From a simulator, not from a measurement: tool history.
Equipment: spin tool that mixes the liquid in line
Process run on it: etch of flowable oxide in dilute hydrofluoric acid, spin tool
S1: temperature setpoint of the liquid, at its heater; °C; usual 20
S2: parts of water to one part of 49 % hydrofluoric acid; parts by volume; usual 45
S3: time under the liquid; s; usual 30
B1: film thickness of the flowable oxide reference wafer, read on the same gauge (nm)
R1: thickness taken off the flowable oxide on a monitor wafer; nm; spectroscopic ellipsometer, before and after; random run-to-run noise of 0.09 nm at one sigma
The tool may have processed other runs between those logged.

{"run": 1, "hour": 0.0, "S1": 20, "S2": 45, "S3": 20, "B1": 70.01, "R1": 15.86}
{"run": 2, "hour": 30.0, "S1": 22, "S2": 45, "S3": 30, "B1": 70.01, "R1": 25.95}
{"run": 3, "hour": 65.2, "S1": 22, "S2": 45, "S3": 30, "B1": 70.04, "R1": 25.71}
{"run": 4, "hour": 123.5, "S1": 22, "S2": 45, "S3": 30, "B1": 69.98, "R1": 25.9}
{"run": 5, "hour": 195.0, "S1": 17, "S2": 45, "S3": 30, "B1": 70.02, "R1": 21.04}
{"run": 6, "hour": 228.3, "S1": 17, "S2": 45, "S3": 30, "B1": 70.04, "R1": 21.05}
{"hour": 236.3, "done": "thermometer replaced"}
{"run": 7, "hour": 281.3, "S1": 17, "S2": 45, "S3": 30, "B1": 69.96, "R1": 20.51}
{"run": 8, "hour": 320.8, "S1": 20, "S2": 55, "S3": 30, "B1": 70.03, "R1": 18.84}
{"run": 9, "hour": 353.8, "S1": 20, "S2": 55, "S3": 30, "B1": 69.99, "R1": 18.95}
{"run": 10, "hour": 385.5, "S1": 19, "S2": 45, "S3": 30, "B1": 70, "R1": 22.31}
{"run": 11, "hour": 428.7, "S1": 20, "S2": 45, "S3": 45, "B1": 69.97, "R1": 35.03}
{"run": 12, "hour": 460.7, "S1": 24.5, "S2": 45, "S3": 50, "B1": 69.98, "R1": 46.83}
{"run": 13, "hour": 507.2, "S1": 18.5, "S2": 45, "S3": 40, "B1": 70.02, "R1": 29.34}
{"run": 14, "hour": 570.1, "S1": 23, "S2": 30, "S3": 40, "B1": 69.96, "R1": 54.4}
{"run": 15, "hour": 615.6, "S1": 24, "S2": 35, "S3": 30, "B1": 69.97, "R1": 36.24}
{"run": 16, "hour": 643.8, "S1": 20, "S2": 45, "S3": 30, "B1": 69.95, "R1": 23.45}
{"run": 17, "hour": 714.8, "S1": 20, "S2": 45, "S3": 30, "B1": 69.98, "R1": 23.58}
{"hour": 778.4, "done": "hydrofluoric acid flow meter replaced"}
{"run": 18, "hour": 782.4, "S1": 24.5, "S2": 55, "S3": 30, "B1": 70.01, "R1": 24.12}
{"hour": 787.7, "done": "gauge calibrated"}
{"run": 19, "hour": 815.4, "S1": 20, "S2": 25, "S3": 45, "B1": 70.04, "R1": 68.4}
{"run": 20, "hour": 856.5, "S1": 20, "S2": 45, "S3": 30, "B1": 70, "R1": 24.87}
{"run": 21, "hour": 899.9, "S1": 20, "S2": 30, "S3": 30, "B1": 70.01, "R1": 38.04}
{"run": 22, "hour": 929.4, "S1": 20, "S2": 45, "S3": 30, "B1": 69.95, "R1": 25.02}
{"run": 23, "hour": 986.9, "S1": 17, "S2": 30, "S3": 15, "B1": 69.98, "R1": 16.76}
{"run": 24, "hour": 1025.3, "S1": 22, "S2": 45, "S3": 30, "B1": 70.02, "R1": 27.15}
{"run": 25, "hour": 1083.8, "S1": 17, "S2": 30, "S3": 30, "B1": 69.99, "R1": 33.6}
{"run": 26, "hour": 1147.5, "S1": 20, "S2": 45, "S3": 25, "B1": 70, "R1": 20.79}
{"run": 27, "hour": 1173.9, "S1": 21.5, "S2": 65, "S3": 25, "B1": 70.01, "R1": 15.03}
{"hour": 1195.7, "done": "thermometer replaced"}
{"run": 28, "hour": 1220.2, "S1": 20, "S2": 60, "S3": 15, "B1": 70.01, "R1": 8.69}
{"run": 29, "hour": 1288.9, "S1": 17, "S2": 60, "S3": 50, "B1": 70.01, "R1": 25.64}
{"run": 30, "hour": 1351.3, "S1": 17, "S2": 40, "S3": 40, "B1": 70.05, "R1": 31.5}
{"run": 31, "hour": 1403.5, "S1": 24.5, "S2": 45, "S3": 15, "B1": 69.99, "R1": 14.32}
{"run": 32, "hour": 1445.9, "S1": 23.5, "S2": 45, "S3": 45, "B1": 69.97, "R1": 41.15}
{"run": 33, "hour": 1475.5, "S1": 20, "S2": 45, "S3": 30, "B1": 70.02, "R1": 23.59}
{"run": 34, "hour": 1527.8, "S1": 20, "S2": 45, "S3": 30, "B1": 69.99, "R1": 23.79}

Predict each of these 3 candidate next runs independently; none follows another, all start after run 34:
{"run": "A", "hour": 1528.2, "S1": 20, "S2": 45, "S3": 15, "B1": "?", "R1": "?"}
{"run": "B", "hour": 1528.2, "S1": 20, "S2": 65, "S3": 30, "B1": "?", "R1": "?"}
{"run": "C", "hour": 1528.2, "S1": 17, "S2": 60, "S3": 15, "B1": "?", "R1": "?"}

run=A B1=69.98 R1=11.88
run=B B1=69.98 R1=16.05
run=C B1=69.98 R1=7.7
Without the tool's unlogged condition, the same runs would have read:
run=A R1=11.92
run=B R1=16.12
run=C R1=7.73
